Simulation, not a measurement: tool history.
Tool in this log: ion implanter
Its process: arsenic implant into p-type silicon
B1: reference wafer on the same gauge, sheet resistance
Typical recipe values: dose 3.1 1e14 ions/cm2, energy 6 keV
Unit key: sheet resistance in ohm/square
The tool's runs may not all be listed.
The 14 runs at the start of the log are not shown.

-- day=7.167 gauge calibrated
-- day=7.475 extraction supply calibrated
run 15 day=7.496 | dose=2.48 energy=7 | B1=340.94 | sheet_resistance=374.21
run 16 day=8.004 | dose=2.48 energy=7 | B1=340.85 | sheet_resistance=372.83
run 17 day=8.529 | dose=3.86 energy=4 | B1=340.99 | sheet_resistance=272.62
run 18 day=9.242 | dose=3.1 energy=7 | B1=341.01 | sheet_resistance=313.14
run 19 day=10.462 | dose=2.8 energy=6 | B1=341.1 | sheet_resistance=342.09
run 20 day=10.8 | dose=3.1 energy=7.5 | B1=340.9 | sheet_resistance=310.34
run 21 day=11.888 | dose=3.1 energy=6 | B1=341.03 | sheet_resistance=314.92
run 22 day=12.375 | dose=3.1 energy=6 | B1=340.92 | sheet_resistance=314.25
run 23 day=12.862 | dose=3.1 energy=6 | B1=340.99 | sheet_resistance=314.36
run 24 day=13.296 | dose=2.21 energy=5 | B1=340.97 | sheet_resistance=417.55
run 25 day=13.933 | dose=3.71 energy=8 | B1=340.89 | sheet_resistance=268.52
run 26 day=14.35 | dose=2.2 energy=7.5 | B1=341.06 | sheet_resistance=406.08
-- day=14.821 Faraday cup replaced and dose calibrated
run 27 day=14.842 | dose=2.28 energy=7.5 | B1=340.89 | sheet_resistance=409.84
run 28 day=15.217 | dose=2.2 energy=6 | B1=341.03 | sheet_resistance=428.64

Run 29 is up next; what results do you expect?
run 29 day=15.788 | dose=3.34 energy=6 | B1=? | sheet_resistance=?

B1: 340.93
sheet resistance: 307.63 ohm/square
Were there no unlogged condition in the tool, this run, its random variation unchanged, would have produced sheet resistance 306.74 ohm/square.
